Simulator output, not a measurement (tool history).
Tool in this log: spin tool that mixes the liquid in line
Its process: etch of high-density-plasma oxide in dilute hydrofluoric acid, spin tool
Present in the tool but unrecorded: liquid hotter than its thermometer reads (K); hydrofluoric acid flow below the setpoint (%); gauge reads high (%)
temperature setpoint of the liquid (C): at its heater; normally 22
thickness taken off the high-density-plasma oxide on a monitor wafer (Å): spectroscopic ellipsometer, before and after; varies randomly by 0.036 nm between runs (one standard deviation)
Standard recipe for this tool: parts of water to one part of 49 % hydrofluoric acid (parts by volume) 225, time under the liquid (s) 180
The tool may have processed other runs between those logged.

run    hour  temperature setpoint of the liquid (C)  parts of water to one part of 49 % hydrofluoric acid (parts by volume)  time under the liquid (s)  wafers since the last listed run  hours since the thermometer was replaced  hours since the hydrofluoric acid flow meter was replaced  hours since the gauge calibration  read-back film thickness of the high-density-plasma oxide reference wafer, read on the same gauge (nm)  thickness taken off the high-density-plasma oxide on a monitor wafer (Å)
  1       0                                      22                                                                     225                        180                                 0                                    1038.6                                                      414.2                               1580                                                                                                   90.03                                                                      50.2
  2     186                                      22                                                                     225                        180                              1142                                    1224.6                                                      600.2                               1766                                                                                                   90.02                                                                      49.7
  3   238.7                                      22                                                                     140                        180                               323                                    1277.3                                                      652.9                             1818.7                                                                                                   89.99                                                                      87.6
  4     269                                      22                                                                     140                        180                               186                                    1307.6                                                      683.2                               1849                                                                                                   89.99                                                                        88
  5     302                                    24.5                                                                     225                        125                               202                                    1340.6                                                      716.2                               1882                                                                                                   90.01                                                                      37.8
  6   368.4                                    24.5                                                                     225                        125                               407                                      1407                                                      782.6                             1948.4                                                                                                      90                                                                      37.6
  7   424.5                                    24.5                                                                     225                        125                               344                                    1463.1                                                      838.7                             2004.5                                                                                                   89.99                                                                      37.4
  8   479.5                                      22                                                                     225                        180                               337                                    1518.1                                                      893.7                             2059.5                                                                                                   89.98                                                                      48.5
      504.7  -- gauge calibrated
  9   535.7                                      22                                                                     225                        180                               345                                    1574.3                                                      949.9                                 31                                                                                                   90.01                                                                      48.3
 10   576.1                                      22                                                                     225                        180                               248                                    1614.7                                                      990.3                               71.4                                                                                                   89.98                                                                      48.7
 11   618.2                                      22                                                                     225                        180                               258                                    1656.8                                                     1032.4                              113.5                                                                                                      90                                                                      48.5
      654.6  -- hydrofluoric acid flow meter replaced
 12   660.9                                      22                                                                     225                        180                               256                                    1699.5                                                        6.3                              156.2                                                                                                   89.99                                                                      51.8
 13   688.1                                    19.5                                                                     190                        180                               167                                    1726.7                                                       33.5                              183.4                                                                                                      90                                                                      57.3
 14   757.2                                      22                                                                     225                        180                               424                                    1795.8                                                      102.6                              252.5                                                                                                   89.98                                                                      51.8
 15   818.2                                      22                                                                     225                        180                               374                                    1856.8                                                      163.6                              313.5                                                                                                   89.98                                                                      51.1
 16   856.1                                      22                                                                     225                        180                               232                                    1894.7                                                      201.5                              351.4                                                                                                   90.01                                                                      50.9
 17   926.2                                      24                                                                     225                        105                               430                                    1964.8                                                      271.6                              421.5                                                                                                   90.02                                                                      31.9
 18   970.6                                      22                                                                     165                        180                               272                                    2009.2                                                        316                              465.9                                                                                                   89.97                                                                      72.9
 19  1013.4                                    24.5                                                                     225                        120                               262                                      2052                                                      358.8                              508.7                                                                                                   90.02                                                                      36.5
     1075.1  -- thermometer replaced
 20    1084                                    19.5                                                                     225                        180                               427                                       8.9                                                      429.4                              579.3                                                                                                   89.99                                                                      45.8
 21  1142.4                                      22                                                                     225                        180                               358                                      67.3                                                      487.8                              637.7                                                                                                      90                                                                      50.4
 22  1203.4                                    17.5                                                                     225                        230                               374                                     128.3                                                      548.8                              698.7                                                                                                      90                                                                      53.3
 23  1252.1                                      22                                                                     320                        180                               299                                       177                                                      597.5                              747.4                                                                                                   89.98                                                                      31.5
 24  1279.1                                    20.5                                                                     160                        150                               165                                       204                                                      624.5                              774.4                                                                                                   90.01                                                                      58.1
 25    1304                                      20                                                                     170                        270                               152                                     228.9                                                      649.4                              799.3                                                                                                   90.02                                                                      95.2
 26  1343.8                                    18.5                                                                     180                        230                               244                                     268.7                                                      689.2                              839.1                                                                                                   89.99                                                                      72.3
 27  1479.2                                      22                                                                     225                        145                               831                                     404.1                                                      824.6                              974.5                                                                                                   90.02                                                                      39.1
 28  1517.9                                      25                                                                     260                        180                               237                                     442.8                                                      863.3                             1013.2                                                                                                   90.01                                                                      44.9
 29  1564.3                                      22                                                                     290                        115                               284                                     489.2                                                      909.7                             1059.6                                                                                                   90.05                                                                      22.4
 30  1622.9                                      22                                                                     225                        180                               359                                     547.8                                                      968.3                             1118.2                                                                                                   89.98                                                                        48
     1640.4  -- hydrofluoric acid flow meter replaced
 31  1663.2                                      17                                                                     225                        180                               241                                     588.1                                                       22.8                             1158.5                                                                                                   89.97                                                                      43.4
 32  1698.6                                      22                                                                     225                        180                               217                                     623.5                                                       58.2                             1193.9                                                                                                   90.01                                                                      52.6

Some steps in thickness taken off the high-density-plasma oxide on a monitor wafer (Å) between neighbouring runs. How much of each would the tool show without its hidden state too (settings, what came in, random variation), and how much is left for the hidden state, with any gauge scatter that isn't in both results?
Run 2 -> 3: parts of water to one part of 49 % hydrofluoric acid (parts by volume) 225 -> 140. thickness taken off the high-density-plasma oxide on a monitor wafer (Å) +37.9: hidden state -2.1, all else +40.
Run 4 -> 5: temperature setpoint of the liquid (C) 22 -> 24.5, parts of water to one part of 49 % hydrofluoric acid (parts by volume) 140 -> 225, time under the liquid (s) 180 -> 125. thickness taken off the high-density-plasma oxide on a monitor wafer (Å) -50.2: hidden state +2.5, all else -52.7.
Run 11 -> 12: hydrofluoric acid flow meter replaced. thickness taken off the high-density-plasma oxide on a monitor wafer (Å) +3.3: hidden state +3.7, all else -0.4.
Run 17 -> 18: temperature setpoint of the liquid (C) 24 -> 22, parts of water to one part of 49 % hydrofluoric acid (parts by volume) 225 -> 165, time under the liquid (s) 105 -> 180. thickness taken off the high-density-plasma oxide on a monitor wafer (Å) +41: hidden state -1.7, all else +42.7.
Run 24 -> 25: temperature setpoint of the liquid (C) 20.5 -> 20, parts of water to one part of 49 % hydrofluoric acid (parts by volume) 160 -> 170, time under the liquid (s) 150 -> 270. thickness taken off the high-density-plasma oxide on a monitor wafer (Å) +37.1: hidden state -2.7, all else +39.8.
Run 30 -> 31: temperature setpoint of the liquid (C) 22 -> 17, hydrofluoric acid flow meter replaced. thickness taken off the high-density-plasma oxide on a monitor wafer (Å) -4.6: hidden state +4.7, all else -9.3.
